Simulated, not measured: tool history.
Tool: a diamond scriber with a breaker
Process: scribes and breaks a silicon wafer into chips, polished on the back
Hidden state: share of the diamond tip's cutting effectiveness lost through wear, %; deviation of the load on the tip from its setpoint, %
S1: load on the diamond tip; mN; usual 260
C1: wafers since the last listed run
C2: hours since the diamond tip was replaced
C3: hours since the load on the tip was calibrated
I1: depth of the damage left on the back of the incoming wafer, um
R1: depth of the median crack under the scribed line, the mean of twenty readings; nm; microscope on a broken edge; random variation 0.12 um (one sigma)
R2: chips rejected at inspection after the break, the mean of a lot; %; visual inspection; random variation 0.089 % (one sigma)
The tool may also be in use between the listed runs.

| run | hour | S1 | C1 | C2 | C3 | I1 | R1 | R2 |
|---|---|---|---|---|---|---|---|---|
| 1 | 0 | 260 | 0 | 314.3 | 867.1 | 0.03 | 11550 | 3.33 |
| 2 | 7.1 | 260 | 18 | 321.4 | 874.2 | 0.02 | 11500 | 3.22 |
| 3 | 16.8 | 260 | 25 | 331.1 | 883.9 | 0.03 | 11340 | 3.46 |
| 4 | 24 | 260 | 18 | 338.3 | 891.1 | 0.03 | 11480 | 3.93 |
| 5 | 39 | 260 | 38 | 353.3 | 906.1 | 0.03 | 11410 | 3.94 |
| 6 | 45.2 | 260 | 15 | 359.5 | 912.3 | 0.03 | 11490 | 3.92 |
| 7 | 53.5 | 260 | 21 | 367.8 | 920.6 | 0.03 | 11360 | 4.1 |
|  | 57.8 | diamond tip replaced by a new one |
| 8 | 66.3 | 260 | 27 | 8.5 | 933.4 | 0.05 | 12830 | 1.15 |
| 9 | 78.1 | 260 | 30 | 20.3 | 945.2 | 0.03 | 12630 | 1.12 |
| 10 | 89.5 | 330 | 29 | 31.7 | 956.6 | 0.02 | 13540 | 1.57 |
|  | 92.7 | load on the tip recalibrated |
| 11 | 105.8 | 289 | 36 | 48 | 13.1 | 0.01 | 12930 | 1.08 |
| 12 | 117 | 209 | 28 | 59.2 | 24.3 | 0.05 | 11620 | 2.92 |
| 13 | 133.5 | 297 | 42 | 75.7 | 40.8 | 0.04 | 12890 | 1.18 |
| 14 | 141.3 | 260 | 20 | 83.5 | 48.6 | 0.04 | 12280 | 1.39 |
| 15 | 154.7 | 318 | 34 | 96.9 | 62 | 0.02 | 13130 | 1.24 |
| 16 | 167.5 | 315 | 33 | 109.7 | 74.8 | 0.05 | 13170 | 1.15 |

Hidden state or all else? Some run-to-run changes of R1, split into what the settings, what came in and random variation would give without the hidden state, and what is left for the hidden state (with any gauge scatter that isn't in both results):
Run 7 -> 8: diamond tip replaced by a new one. R1 +1470 nm: hidden state +1460, all else +10.

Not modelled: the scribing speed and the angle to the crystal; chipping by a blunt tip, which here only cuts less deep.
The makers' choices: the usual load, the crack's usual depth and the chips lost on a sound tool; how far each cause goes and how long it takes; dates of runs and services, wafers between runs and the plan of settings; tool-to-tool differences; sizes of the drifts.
